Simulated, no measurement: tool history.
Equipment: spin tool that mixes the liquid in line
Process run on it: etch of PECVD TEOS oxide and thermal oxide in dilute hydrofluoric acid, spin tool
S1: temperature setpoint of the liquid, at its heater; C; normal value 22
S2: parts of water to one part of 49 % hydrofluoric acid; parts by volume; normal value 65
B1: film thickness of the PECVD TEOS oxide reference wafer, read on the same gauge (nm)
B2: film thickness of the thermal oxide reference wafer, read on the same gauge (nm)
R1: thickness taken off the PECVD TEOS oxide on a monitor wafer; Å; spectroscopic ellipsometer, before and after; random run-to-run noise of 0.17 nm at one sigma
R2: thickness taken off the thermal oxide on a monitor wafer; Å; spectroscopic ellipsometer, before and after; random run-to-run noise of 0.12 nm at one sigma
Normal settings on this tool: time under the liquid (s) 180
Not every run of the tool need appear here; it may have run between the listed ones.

{"run": 1, "hour": 0.0, "S1": 22, "S2": 65, "time under the liquid (s)": 180, "B1": 70.0, "B2": 40.04, "R1": 453.8, "R2": 138.1}
{"run": 2, "hour": 315.7, "S1": 22, "S2": 55, "time under the liquid (s)": 180, "B1": 70.01, "B2": 39.99, "R1": 548.9, "R2": 168.3}
{"run": 3, "hour": 370.8, "S1": 22, "S2": 65, "time under the liquid (s)": 215, "B1": 70.03, "B2": 39.97, "R1": 548.8, "R2": 167.2}
{"run": 4, "hour": 456.6, "S1": 22, "S2": 65, "time under the liquid (s)": 215, "B1": 69.97, "B2": 39.97, "R1": 549.3, "R2": 170.9}
{"hour": 530.3, "done": "gauge calibrated"}
{"run": 5, "hour": 546.9, "S1": 22, "S2": 65, "time under the liquid (s)": 215, "B1": 69.95, "B2": 39.99, "R1": 549.1, "R2": 170.6}
{"run": 6, "hour": 601.4, "S1": 22, "S2": 65, "time under the liquid (s)": 180, "B1": 69.95, "B2": 40.03, "R1": 462.5, "R2": 143.4}
{"run": 7, "hour": 706.9, "S1": 22, "S2": 45, "time under the liquid (s)": 180, "B1": 70.04, "B2": 40.01, "R1": 683.5, "R2": 211.7}
{"run": 8, "hour": 786.4, "S1": 22, "S2": 65, "time under the liquid (s)": 215, "B1": 69.98, "B2": 40.0, "R1": 558.2, "R2": 170.7}
{"hour": 814.8, "done": "hydrofluoric acid flow meter replaced"}
{"run": 9, "hour": 879.9, "S1": 24, "S2": 80, "time under the liquid (s)": 180, "B1": 70.03, "B2": 40.0, "R1": 426.3, "R2": 130.1}
{"run": 10, "hour": 986.6, "S1": 22, "S2": 45, "time under the liquid (s)": 180, "B1": 70.02, "B2": 40.02, "R1": 728.1, "R2": 224.5}
{"hour": 1059.1, "done": "hydrofluoric acid flow meter replaced, repeated, since the last time left the tool worse"}
{"hour": 1094.2, "done": "thermometer replaced"}
{"run": 11, "hour": 1224.6, "S1": 20, "S2": 95, "time under the liquid (s)": 150, "B1": 70.05, "B2": 39.99, "R1": 227.8, "R2": 70.0}
{"run": 12, "hour": 1276.0, "S1": 22, "S2": 80, "time under the liquid (s)": 180, "B1": 70.0, "B2": 39.99, "R1": 357.2, "R2": 111.4}
{"run": 13, "hour": 1379.1, "S1": 22, "S2": 65, "time under the liquid (s)": 180, "B1": 70.02, "B2": 40.02, "R1": 451.1, "R2": 138.6}
{"run": 14, "hour": 1438.6, "S1": 22, "S2": 65, "time under the liquid (s)": 260, "B1": 69.99, "B2": 40.02, "R1": 652.8, "R2": 199.9}

What will run 15 give?
{"run": 15, "hour": 1498.1, "S1": 22, "S2": 65, "time under the liquid (s)": 275, "B1": "?", "B2": "?", "R1": "?", "R2": "?"}

{"run 15": {"B1": 70.02, "B2": 39.97, "R1": 693.3, "R2": 210.4}}
With the hidden condition absent and the run-to-run variation left alone, this run would have shown R1 680.2 Å, R2 206.4 Å.
